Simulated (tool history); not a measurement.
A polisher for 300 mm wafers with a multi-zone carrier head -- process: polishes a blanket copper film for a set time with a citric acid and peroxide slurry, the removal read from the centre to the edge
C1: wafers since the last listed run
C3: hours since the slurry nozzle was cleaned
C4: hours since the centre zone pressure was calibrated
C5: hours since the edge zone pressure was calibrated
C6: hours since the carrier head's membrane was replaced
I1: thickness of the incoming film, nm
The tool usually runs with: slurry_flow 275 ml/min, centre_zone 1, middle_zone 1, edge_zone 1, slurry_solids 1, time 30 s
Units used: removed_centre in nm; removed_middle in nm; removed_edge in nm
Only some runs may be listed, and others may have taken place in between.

Run 1, hour 0: usual settings but centre_zone 1.07, time 23 s; C1 0; wafers polished on this pad 2888; C3 130.9; C4 463.4; C5 1020.7; C6 781.6; I1 1153. Result: removed_centre 25.2 nm, removed_middle 24 nm, removed_edge 23.3 nm.
At hour 25.2: worn pad replaced by a new one.
Run 2, hour 30.8: usual settings but centre_zone 1.07, time 23 s; C1 429; wafers polished on this pad 90; C3 161.7; C4 494.2; C5 1051.5; C6 812.4; I1 1172.7. Result: removed_centre 27.1 nm, removed_middle 25.8 nm, removed_edge 25 nm.
Run 3, hour 55.7: usual settings; C1 399; wafers polished on this pad 489; C3 186.6; C4 519.1; C5 1076.4; C6 837.3; I1 1151. Result: removed_centre 32.7 nm, removed_middle 33.6 nm, removed_edge 33.1 nm.
Run 4, hour 85.7: usual settings; C1 481; wafers polished on this pad 970; C3 216.6; C4 549.1; C5 1106.4; C6 867.3; I1 1147.6. Result: removed_centre 32.6 nm, removed_middle 33 nm, removed_edge 32.8 nm.
Run 5, hour 106.8: usual settings; C1 338; wafers polished on this pad 1309; C3 237.7; C4 570.2; C5 1127.5; C6 888.4; I1 1155.9. Result: removed_centre 32.3 nm, removed_middle 32.7 nm, removed_edge 31.6 nm.
Run 6, hour 124.5: usual settings but slurry_solids 0.85; C1 283; wafers polished on this pad 1593; C3 255.4; C4 587.9; C5 1145.2; C6 906.1; I1 1130.5. Result: removed_centre 31.4 nm, removed_middle 32 nm, removed_edge 31.1 nm.
At hour 148.6: carrier head's membrane replaced by a new one.
Run 7, hour 154: usual settings but centre_zone 0.96, time 27 s; C1 392; wafers polished on this pad 1986; C3 284.9; C4 617.4; C5 1174.7; C6 5.4; I1 1157. Result: removed_centre 27.6 nm, removed_middle 28.7 nm, removed_edge 28.2 nm.
Run 8, hour 169.7: usual settings but centre_zone 1.1, middle_zone 0.97, edge_zone 1.11; C1 251; wafers polished on this pad 2237; C3 300.6; C4 633.1; C5 1190.4; C6 21.1; I1 1138.7. Result: removed_centre 33.6 nm, removed_middle 31.4 nm, removed_edge 32.8 nm.
Run 9, hour 191.6: usual settings but slurry_solids 1.1; C1 351; wafers polished on this pad 2589; C3 322.5; C4 655; C5 1212.3; C6 43; I1 1153.5. Result: removed_centre 30.8 nm, removed_middle 31.8 nm, removed_edge 31.1 nm.
At hour 205.8: worn pad replaced by a new one.
At hour 224.1: slurry nozzle cleaned.
Run 10, hour 246.9: usual settings; C1 806; wafers polished on this pad 643; C3 22.8; C4 710.3; C5 1267.6; C6 98.3; I1 1153.9. Result: removed_centre 32.4 nm, removed_middle 34 nm, removed_edge 33.5 nm.
Run 11, hour 280.8: usual settings but slurry_flow 195 ml/min, slurry_solids 1.2; C1 543; wafers polished on this pad 1187; C3 56.7; C4 744.2; C5 1301.5; C6 132.2; I1 1168.1. Result: removed_centre 32.1 nm, removed_middle 33.3 nm, removed_edge 33.2 nm.
Run 12, hour 308.8: usual settings; C1 449; wafers polished on this pad 1636; C3 84.7; C4 772.2; C5 1329.5; C6 160.2; I1 1170.7. Result: removed_centre 31.5 nm, removed_middle 33 nm, removed_edge 32.8 nm.
At hour 318.8: centre zone pressure recalibrated.
At hour 368.7: edge zone pressure recalibrated.
At hour 378.6: worn pad replaced by a new one.
Run 13, hour 397.7: usual settings but middle_zone 0.88, edge_zone 0.95, slurry_solids 0.85; C1 1297; wafers polished on this pad 306; C3 173.6; C4 78.9; C5 29; C6 249.1; I1 1127.8. Result: removed_centre 32.4 nm, removed_middle 29.7 nm, removed_edge 31.1 nm.
Run 14, hour 474.1: usual settings but middle_zone 0.93, slurry_solids 1.2, time 33 s; C1 1225; wafers polished on this pad 1531; C3 250; C4 155.3; C5 105.4; C6 325.5; I1 1153.6. Result: removed_centre 36.5 nm, removed_middle 35.3 nm, removed_edge 36.4 nm.
Run 15, hour 500.9: usual settings; C1 429; wafers polished on this pad 1961; C3 276.8; C4 182.1; C5 132.2; C6 352.3; I1 1144.5. Result: removed_centre 32.2 nm, removed_middle 32.3 nm, removed_edge 31.2 nm.
At hour 549.7: worn pad replaced by a new one.
Run 16, hour 596.1: usual settings but centre_zone 1.08, edge_zone 1.11, slurry_solids 1.1; C1 1462; wafers polished on this pad 744; C3 372; C4 277.3; C5 227.4; C6 447.5; I1 1129.6. Result: removed_centre 36.8 nm, removed_middle 34.4 nm, removed_edge 35.3 nm.
At hour 608.6: slurry nozzle cleaned.
Run 17, hour 621.4: usual settings but edge_zone 1.09; C1 389; wafers polished on this pad 1134; C3 12.8; C4 302.6; C5 252.7; C6 472.8; I1 1155.8. Result: removed_centre 33.3 nm, removed_middle 33.7 nm, removed_edge 34.6 nm.
Run 18, hour 635.8: usual settings but slurry_flow 365 ml/min, centre_zone 1.09; C1 230; wafers polished on this pad 1365; C3 27.2; C4 317; C5 267.1; C6 487.2; I1 1167.8. Result: removed_centre 36.6 nm, removed_middle 33.9 nm, removed_edge 33 nm.
Run 19, hour 664.3: usual settings but middle_zone 0.91, edge_zone 0.9; C1 457; wafers polished on this pad 1822; C3 55.7; C4 345.5; C5 295.6; C6 515.7; I1 1161.2. Result: removed_centre 31.8 nm, removed_middle 31.1 nm, removed_edge 30.9 nm.
Run 20, hour 690.5: usual settings but slurry_flow 345 ml/min, centre_zone 1.11; C1 420; wafers polished on this pad 2242; C3 81.9; C4 371.7; C5 321.8; C6 541.9; I1 1154.7. Result: removed_centre 35.7 nm, removed_middle 32.7 nm, removed_edge 31.9 nm.
Run 21, hour 703.2: usual settings but middle_zone 1.05, slurry_solids 0.9, time 23 s; C1 203; wafers polished on this pad 2446; C3 94.6; C4 384.4; C5 334.5; C6 554.6; I1 1152.7. Result: removed_centre 23.7 nm, removed_middle 25.7 nm, removed_edge 23.7 nm.

Predict each of these 4 candidate next runs independently; none follows another, all start after run 21:
Run A, hour 703.6: usual settings; C1 6; wafers polished on this pad 2452; C3 95; C4 384.8; C5 334.9; C6 555; I1 1145.2. Result: removed_centre ?, removed_middle ?, removed_edge ?.
Run B, hour 703.6: usual settings but middle_zone 1.04; C1 6; wafers polished on this pad 2452; C3 95; C4 384.8; C5 334.9; C6 555; I1 1145.2. Result: removed_centre ?, removed_middle ?, removed_edge ?.
Run C, hour 703.6: usual settings but middle_zone 1.05; C1 6; wafers polished on this pad 2452; C3 95; C4 384.8; C5 334.9; C6 555; I1 1145.2. Result: removed_centre ?, removed_middle ?, removed_edge ?.
Run D, hour 703.6: usual settings but centre_zone 0.97, edge_zone 1.12; C1 6; wafers polished on this pad 2452; C3 95; C4 384.8; C5 334.9; C6 555; I1 1145.2. Result: removed_centre ?, removed_middle ?, removed_edge ?.

run  removed_centre  removed_middle  removed_edge
  A              31            32.2          31.3
  B              31            33.3          31.3
  C              31            33.5          31.3
  D            30.1            32.2          33.1
What these runs would have given with no unlogged condition in the tool:
run  removed_centre  removed_middle  removed_edge
  A            33.6            34.3          33.4
  B            33.6            35.5          33.4
  C            33.6            35.7          33.4
  D            32.6            34.3          35.3

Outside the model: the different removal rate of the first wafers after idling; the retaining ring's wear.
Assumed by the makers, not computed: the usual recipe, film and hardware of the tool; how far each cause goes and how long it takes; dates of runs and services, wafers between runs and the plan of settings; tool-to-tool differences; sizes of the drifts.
